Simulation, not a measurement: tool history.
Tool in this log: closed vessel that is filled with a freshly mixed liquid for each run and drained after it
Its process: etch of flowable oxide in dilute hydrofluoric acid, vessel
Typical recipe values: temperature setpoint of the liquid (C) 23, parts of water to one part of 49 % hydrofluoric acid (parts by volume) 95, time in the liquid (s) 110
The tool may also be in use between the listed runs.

run,day,temperature setpoint of the liquid (C),parts of water to one part of 49 % hydrofluoric acid (parts by volume),time in the liquid (s),"read-back film thickness of the flowable oxide reference wafer, read on the same gauge (nm)",thickness taken off the flowable oxide on a monitor wafer (Å)
1,0,20,135,110,90.01,236.8
2,2.188,20,135,110,89.98,234.6
3,5.738,20,135,110,90.01,235.4
4,9.033,23,125,65,90,170.7
5,12.008,23,125,65,90,170.1
6,13.829,23,125,65,89.99,170.1
7,16.242,23,125,110,90,287.7
8,20.617,23,125,110,89.99,287.9
9,22.788,23,95,110,89.97,391.7
10,26.908,23,95,110,90.01,390.7
11,29.258,23,135,110,90.01,262.3
12,33.321,23,135,110,89.98,262
13,35.021,23,95,110,89.98,389.5
14,39.004,23,95,110,90,386.6
15,43.146,23,95,110,90.02,401.8
16,46.604,23,95,110,90.01,400.6
17,49.679,23,95,110,89.99,402.1
18,61.8,23,130,110,90,278.8
19,64.442,19.5,115,165,90,418.1
20,66.017,19,95,110,90,338.3
21,67.879,28,75,80,90.01,454
22,70.25,19.5,95,90,89.99,281.5
23,73.179,23,95,135,90.01,483.8
24,76.933,23,130,80,90,200.1
25,79.654,23,95,110,90.01,394.2
26,83.412,21,135,60,90.01,132.9
27,85.283,23,135,160,89.98,385.2
28,88.542,26,95,110,90,442.1
29,91.8,28,125,75,90.01,238.4
30,96.108,23,95,110,89.98,392.4
31,98.817,23,50,85,90.01,611.5
32,100.938,20.5,75,175,90,729.4

Not shown: 3 entries that the log had between the listed runs. Between which runs, and how does the tool's hidden state differ before and after?
Logged between run 11 and run 12: thermometer replaced (day 32.642)
  hydrofluoric acid flow below the setpoint (%): 2.47 -> 2.61
  measured minus no-state result, thickness taken off the flowable oxide on a monitor wafer (Å): -7.7 -> -8.2
Logged between run 14 and run 15: hydrofluoric acid flow meter replaced (day 40.875)
  hydrofluoric acid flow below the setpoint (%): 2.81 -> 0.105
  measured minus no-state result, thickness taken off the flowable oxide on a monitor wafer (Å): -12.5 -> -0.5
Logged between run 17 and run 18: gauge calibrated (day 59.479)
  hydrofluoric acid flow below the setpoint (%): 0.337 -> 0.767
  measured minus no-state result, thickness taken off the flowable oxide on a monitor wafer (Å): -1.5 -> -2.5
